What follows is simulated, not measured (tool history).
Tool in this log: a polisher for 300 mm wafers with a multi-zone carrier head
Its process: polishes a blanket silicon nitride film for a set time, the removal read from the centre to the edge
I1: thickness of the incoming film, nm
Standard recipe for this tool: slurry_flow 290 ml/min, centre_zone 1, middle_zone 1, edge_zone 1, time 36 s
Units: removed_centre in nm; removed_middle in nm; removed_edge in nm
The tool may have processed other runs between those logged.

Run 1, day 0: usual settings but edge_zone 1.03; I1 581.3. Result: removed_centre 39.7 nm, removed_middle 39.6 nm, removed_edge 39 nm.
Run 2, day 2.188: usual settings but edge_zone 1.03; I1 564.6. Result: removed_centre 39.6 nm, removed_middle 38.4 nm, removed_edge 39.4 nm.
At day 4.408: worn pad replaced by a new one.
Run 3, day 12.075: usual settings; I1 582. Result: removed_centre 40.2 nm, removed_middle 36.7 nm, removed_edge 37.4 nm.
At day 14.146: worn pad replaced by a new one.
Run 4, day 14.633: usual settings; I1 567.4. Result: removed_centre 39.6 nm, removed_middle 36.7 nm, removed_edge 37.5 nm.
At day 15.308: slurry nozzle cleaned.
Run 5, day 17.117: usual settings; I1 571.6. Result: removed_centre 44.4 nm, removed_middle 39.3 nm, removed_edge 38.9 nm.
At day 18.221: centre zone pressure recalibrated.
Run 6, day 19.758: usual settings; I1 556.7. Result: removed_centre 38.5 nm, removed_middle 39.1 nm, removed_edge 38.2 nm.
At day 23.962: edge zone pressure recalibrated.
Run 7, day 24.217: usual settings but time 33 s; I1 569.4. Result: removed_centre 34.9 nm, removed_middle 35 nm, removed_edge 35.4 nm.
At day 24.467: worn pad replaced by a new one.
Run 8, day 27.967: usual settings but time 33 s; I1 576. Result: removed_centre 35.3 nm, removed_middle 34.3 nm, removed_edge 35 nm.

The next listed run, before its measurement:
Run 9, day 29.725: usual settings but slurry_flow 240 ml/min, centre_zone 0.89; I1 568.1. Result: removed_centre ?, removed_middle ?, removed_edge ?.

Logged for run 9: removed_centre 31.8 nm, removed_middle 35.7 nm, removed_edge 36.8 nm.
On a tool with no hidden condition, and with the same random variation, this run would have come out at removed_centre 35.4 nm, removed_middle 39.6 nm, removed_edge 39.7 nm.
